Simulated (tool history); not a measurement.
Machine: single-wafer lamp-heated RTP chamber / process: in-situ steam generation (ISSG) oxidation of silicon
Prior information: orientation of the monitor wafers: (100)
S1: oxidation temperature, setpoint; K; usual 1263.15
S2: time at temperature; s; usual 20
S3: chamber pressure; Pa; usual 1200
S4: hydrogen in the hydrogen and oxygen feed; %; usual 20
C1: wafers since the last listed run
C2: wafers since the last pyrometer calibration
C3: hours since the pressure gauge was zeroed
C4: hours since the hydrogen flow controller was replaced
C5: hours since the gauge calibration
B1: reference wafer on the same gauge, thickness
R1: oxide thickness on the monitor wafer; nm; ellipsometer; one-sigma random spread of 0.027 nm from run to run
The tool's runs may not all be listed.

Run 1, hour 0.0: usual settings; C1 0; C2 2043; C3 1515.3; C4 7495.8; C5 920.2; B1 4.006. Result: R1 4.768 nm.
Run 2, hour 13.5: usual settings; C1 145; C2 2188; C3 1528.8; C4 7509.3; C5 933.7; B1 3.999. Result: R1 4.741 nm.
Run 3, hour 48.8: usual settings; C1 379; C2 2568; C3 1564.1; C4 7544.6; C5 969.0; B1 4.015. Result: R1 4.765 nm.
Run 4, hour 82.4: usual settings; C1 361; C2 2930; C3 1597.7; C4 7578.2; C5 1002.6; B1 4.012. Result: R1 4.771 nm.
Run 5, hour 117.9: usual settings; C1 382; C2 3312; C3 1633.2; C4 7613.7; C5 1038.1; B1 4.007. Result: R1 4.807 nm.
Run 6, hour 132.1: usual settings but S2 16 s, S3 1080 Pa; C1 152; C2 3465; C3 1647.4; C4 7627.9; C5 1052.3; B1 3.997. Result: R1 4.350 nm.
At hour 152.8: pyrometer window cleaned and pyrometer calibrated.
At hour 153.5: hydrogen flow controller replaced.
Run 7, hour 154.0: usual settings but S1 1252.15 K, S2 15 s; C1 142; C2 5; C3 1669.3; C4 0.5; C5 1074.2; B1 4.005. Result: R1 4.084 nm.
Run 8, hour 166.5: usual settings but S1 1252.15 K, S2 15 s; C1 134; C2 139; C3 1681.8; C4 13.0; C5 1086.7; B1 4.017. Result: R1 4.042 nm.
Run 9, hour 201.4: usual settings; C1 375; C2 515; C3 1716.7; C4 47.9; C5 1121.6; B1 4.014. Result: R1 4.770 nm.
Run 10, hour 225.3: usual settings; C1 257; C2 772; C3 1740.6; C4 71.8; C5 1145.5; B1 4.005. Result: R1 4.832 nm.
Run 11, hour 259.9: usual settings; C1 372; C2 1145; C3 1775.2; C4 106.4; C5 1180.1; B1 4.004. Result: R1 4.770 nm.
At hour 283.0: gauge calibrated.
Run 12, hour 295.5: usual settings but S1 1257.15 K, S2 27 s, S3 1027 Pa; C1 383; C2 1528; C3 1810.8; C4 142.0; C5 12.5; B1 4.006. Result: R1 5.429 nm.
Run 13, hour 318.7: usual settings but S1 1272.15 K, S2 14 s, S3 1280 Pa; C1 249; C2 1778; C3 1834.0; C4 165.2; C5 35.7; B1 4.015. Result: R1 4.221 nm.
Run 14, hour 346.0: usual settings but S1 1282.15 K, S2 15 s, S3 1000 Pa, S4 23 %; C1 293; C2 2071; C3 1861.3; C4 192.5; C5 63.0; B1 4.007. Result: R1 4.656 nm.
Run 15, hour 363.7: usual settings but S1 1270.15 K; C1 190; C2 2262; C3 1879.0; C4 210.2; C5 80.7; B1 4.012. Result: R1 4.892 nm.
Run 16, hour 382.2: usual settings but S1 1246.15 K, S2 15 s, S3 1293 Pa, S4 25 %; C1 199; C2 2461; C3 1897.5; C4 228.7; C5 99.2; B1 4.000. Result: R1 4.175 nm.
Run 17, hour 403.8: usual settings but S4 12 %; C1 232; C2 2694; C3 1919.1; C4 250.3; C5 120.8; B1 4.004. Result: R1 4.311 nm.
Run 18, hour 434.6: usual settings but S2 13 s, S3 1027 Pa, S4 27 %; C1 331; C2 3025; C3 1949.9; C4 281.1; C5 151.6; B1 4.010. Result: R1 4.293 nm.
Run 19, hour 460.4: usual settings but S1 1282.15 K, S2 26 s, S3 1347 Pa, S4 16 %; C1 277; C2 3303; C3 1975.7; C4 306.9; C5 177.4; B1 4.012. Result: R1 5.500 nm.
Run 20, hour 481.1: usual settings but S2 13 s, S4 27 %; C1 222; C2 3526; C3 1996.4; C4 327.6; C5 198.1; B1 4.005. Result: R1 4.251 nm.
Run 21, hour 497.3: usual settings; C1 174; C2 3700; C3 2012.6; C4 343.8; C5 214.3; B1 4.015. Result: R1 4.826 nm.
At hour 511.8: pyrometer window cleaned and pyrometer calibrated.
Run 22, hour 519.7: usual settings but S2 25 s, S3 1347 Pa; C1 154; C2 84; C3 2035.0; C4 366.2; C5 236.7; B1 4.009. Result: R1 5.187 nm.
Run 23, hour 548.8: usual settings; C1 313; C2 397; C3 2064.1; C4 395.3; C5 265.8; B1 4.013. Result: R1 4.767 nm.
Run 24, hour 563.3: usual settings but S1 1245.15 K, S3 1360 Pa, S4 14 %; C1 156; C2 553; C3 2078.6; C4 409.8; C5 280.3; B1 4.000. Result: R1 4.109 nm.
At hour 592.2: pressure gauge zeroed.
Run 25, hour 593.9: usual settings; C1 243; C2 797; C3 1.7; C4 440.4; C5 310.9; B1 4.011. Result: R1 4.747 nm.
Run 26, hour 629.3: usual settings but S3 1053 Pa; C1 381; C2 1178; C3 37.1; C4 475.8; C5 346.3; B1 4.002. Result: R1 4.769 nm.
Run 27, hour 648.2: usual settings but S1 1280.15 K, S3 1107 Pa, S4 24 %; C1 203; C2 1381; C3 56.0; C4 494.7; C5 365.2; B1 4.005. Result: R1 5.434 nm.
Run 28, hour 681.8: usual settings; C1 361; C2 1743; C3 89.6; C4 528.3; C5 398.8; B1 4.012. Result: R1 4.718 nm.
Run 29, hour 716.2: usual settings but S3 1360 Pa; C1 370; C2 2113; C3 124.0; C4 562.7; C5 433.2; B1 4.009. Result: R1 4.679 nm.
Run 30, hour 776.5: usual settings but S1 1279.15 K, S3 1027 Pa, S4 11 %; C1 649; C2 2762; C3 184.3; C4 623.0; C5 493.5; B1 4.009. Result: R1 4.444 nm.
Run 31, hour 800.7: usual settings but S4 12 %; C1 260; C2 3023; C3 208.5; C4 647.2; C5 517.7; B1 4.008. Result: R1 4.302 nm.
At hour 872.5: pyrometer window cleaned and pyrometer calibrated.
Run 32, hour 873.0: usual settings but S3 1147 Pa; C1 692; C2 5; C3 280.8; C4 719.5; C5 590.0; B1 4.011. Result: R1 4.787 nm.

Predict each of these 3 candidate next runs independently; none follows another, all start after run 32:
Run A, hour 873.4: usual settings but S2 27 s; C1 4; C2 9; C3 281.2; C4 719.9; C5 590.4; B1 ?. Result: R1 ?.
Run B, hour 873.4: usual settings but S1 1278.15 K; C1 4; C2 9; C3 281.2; C4 719.9; C5 590.4; B1 ?. Result: R1 ?.
Run C, hour 873.4: usual settings but S3 1093 Pa; C1 4; C2 9; C3 281.2; C4 719.9; C5 590.4; B1 ?. Result: R1 ?.

run     B1     R1
  A  4.013  5.482
  B  4.013  5.060
  C  4.013  4.794
What these runs would have given with no unlogged condition in the tool:
run     R1
  A  5.482
  B  5.060
  C  4.794

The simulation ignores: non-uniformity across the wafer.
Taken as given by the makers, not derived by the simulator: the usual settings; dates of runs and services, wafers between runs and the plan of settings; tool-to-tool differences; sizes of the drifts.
